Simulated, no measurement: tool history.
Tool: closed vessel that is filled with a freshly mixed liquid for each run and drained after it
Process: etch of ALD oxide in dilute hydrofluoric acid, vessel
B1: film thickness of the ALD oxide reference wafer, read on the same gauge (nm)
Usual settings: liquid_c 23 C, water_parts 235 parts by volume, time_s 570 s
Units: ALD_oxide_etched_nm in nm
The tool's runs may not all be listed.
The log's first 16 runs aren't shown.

run 17 hour=453.2 | liquid_c=21 water_parts=330 time_s=875 | B1=49.77 | ALD_oxide_etched_nm=34.69
run 18 hour=468.8 | liquid_c=23 water_parts=235 time_s=570 | B1=49.8 | ALD_oxide_etched_nm=37.17
run 19 hour=483.1 | liquid_c=23 water_parts=300 time_s=570 | B1=49.81 | ALD_oxide_etched_nm=27.68
run 20 hour=517.7 | liquid_c=23 water_parts=235 time_s=570 | B1=49.81 | ALD_oxide_etched_nm=37.32
run 21 hour=539 | liquid_c=27 water_parts=285 time_s=800 | B1=49.86 | ALD_oxide_etched_nm=47.5
run 22 hour=573.6 | liquid_c=23 water_parts=155 time_s=570 | B1=49.87 | ALD_oxide_etched_nm=61.86
-- hour=590.9 hydrofluoric acid flow meter replaced
run 23 hour=592.4 | liquid_c=23 water_parts=235 time_s=570 | B1=49.85 | ALD_oxide_etched_nm=37.27
run 24 hour=616.5 | liquid_c=23 water_parts=235 time_s=570 | B1=49.83 | ALD_oxide_etched_nm=37.61
-- hour=626.1 thermometer replaced
run 25 hour=639.6 | liquid_c=23 water_parts=290 time_s=300 | B1=49.9 | ALD_oxide_etched_nm=15.04
run 26 hour=671.5 | liquid_c=27.5 water_parts=235 time_s=570 | B1=49.92 | ALD_oxide_etched_nm=43.66
run 27 hour=684.9 | liquid_c=23 water_parts=235 time_s=360 | B1=49.9 | ALD_oxide_etched_nm=23.79
run 28 hour=767.6 | liquid_c=23 water_parts=235 time_s=570 | B1=49.98 | ALD_oxide_etched_nm=37.88
run 29 hour=789.7 | liquid_c=24.5 water_parts=120 time_s=315 | B1=49.98 | ALD_oxide_etched_nm=48.93
run 30 hour=822.1 | liquid_c=25 water_parts=155 time_s=570 | B1=50.04 | ALD_oxide_etched_nm=67.03
run 31 hour=844.1 | liquid_c=23 water_parts=235 time_s=570 | B1=50.06 | ALD_oxide_etched_nm=37.75
run 32 hour=876.1 | liquid_c=23 water_parts=235 time_s=570 | B1=50.08 | ALD_oxide_etched_nm=37.67
run 33 hour=889.3 | liquid_c=19 water_parts=275 time_s=885 | B1=50.07 | ALD_oxide_etched_nm=41.4
run 34 hour=910.7 | liquid_c=20.5 water_parts=235 time_s=475 | B1=50.17 | ALD_oxide_etched_nm=28.61

4 ways to go on from here, each from the tool as it stands after run 34. What would each give?
run A hour=911.5 | liquid_c=23 water_parts=235 time_s=570 | B1=? | ALD_oxide_etched_nm=?
run B hour=911.5 | liquid_c=20 water_parts=275 time_s=570 | B1=? | ALD_oxide_etched_nm=?
run C hour=911.5 | liquid_c=23 water_parts=200 time_s=400 | B1=? | ALD_oxide_etched_nm=?
run D hour=911.5 | liquid_c=23 water_parts=170 time_s=465 | B1=? | ALD_oxide_etched_nm=?

run=A B1=50.08 ALD_oxide_etched_nm=38.17
run=B B1=50.08 ALD_oxide_etched_nm=28.11
run=C B1=50.08 ALD_oxide_etched_nm=32.63
run=D B1=50.08 ALD_oxide_etched_nm=46.08
Without the tool's hidden state the same runs would have given:
run=A ALD_oxide_etched_nm=38.08
run=B ALD_oxide_etched_nm=28.04
run=C ALD_oxide_etched_nm=32.55
run=D ALD_oxide_etched_nm=45.97
